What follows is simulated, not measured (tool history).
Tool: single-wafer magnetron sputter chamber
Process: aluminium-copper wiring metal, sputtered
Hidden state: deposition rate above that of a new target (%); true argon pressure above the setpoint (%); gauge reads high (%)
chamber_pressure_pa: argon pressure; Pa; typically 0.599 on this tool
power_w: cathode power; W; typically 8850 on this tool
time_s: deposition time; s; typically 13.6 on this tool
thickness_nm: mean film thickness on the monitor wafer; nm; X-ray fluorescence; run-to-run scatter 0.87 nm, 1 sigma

run,day,chamber_pressure_pa,power_w,time_s,wafers since the last listed run,wafers on the sputter target,hours since the last manometer calibration,hours since the magnet pack was replaced,hours since the gauge calibration,"read-back reference wafer on the same gauge, thickness_nm",thickness_nm
1,0,0.599,8850,13.6,0,2549,743.9,5376.5,108.8,194.851,171.48
2,1.225,0.599,8850,13.6,678,3227,773.3,5405.9,138.2,195.004,172.105
3,3.325,0.599,8850,13.6,1162,4390,823.7,5456.3,188.6,194.829,172.581
4,4.417,0.599,8850,13.6,604,4994,849.9,5482.5,214.8,195.314,172.905
5,6.65,0.599,8850,13.6,1236,6230,903.5,5536.1,268.4,194.96,173.326
# day 8.808: magnet pack replaced
6,8.829,0.599,8850,13.6,1021,7252,955.8,0.5,320.7,194.957,172.758
7,9.962,0.712,8850,13.6,627,7879,983,27.7,347.9,194.862,160.317
8,10.967,0.465,8850,13.6,555,8435,1007.1,51.8,372,194.968,187.492
# day 12.467: capacitance manometer re-zeroed and calibrated
# day 12.833: sputter target and shields replaced
9,13.217,0.599,8850,14.3,876,211,18,105.8,426,194.935,181.993
10,15.517,0.599,8850,13.6,1273,1484,73.2,161,481.2,194.842,172.073
11,17.367,0.665,10650,11.6,1024,2508,117.6,205.4,525.6,194.709,164.756
12,18.446,0.772,10350,12.5,597,3105,143.5,231.3,551.5,195.194,163.851
# day 18.742: gauge calibrated
13,19.9,0.766,10550,13.6,804,3910,178.4,266.2,27.8,195.03,180.887
14,21.088,0.791,9550,14.4,657,4568,206.9,294.7,56.3,194.844,173.727
15,23.558,0.392,7750,11.5,1367,5935,266.2,354,115.6,194.797,147.501
16,25.962,0.599,7550,14.7,1330,7266,323.9,411.7,173.3,194.877,163.956

Across each entry between runs, compare the hidden state at the last listed run before it with the hidden state at the first listed run after it:
After run 5, before run 6: magnet pack replaced (day 8.808)
  the hidden state is the same at both runs
After run 8, before run 9: capacitance manometer re-zeroed and calibrated (day 12.467); sputter target and shields replaced (day 12.833)
  the hidden state is the same at both runs
After run 12, before run 13: gauge calibrated (day 18.742)
  the hidden state is the same at both runs
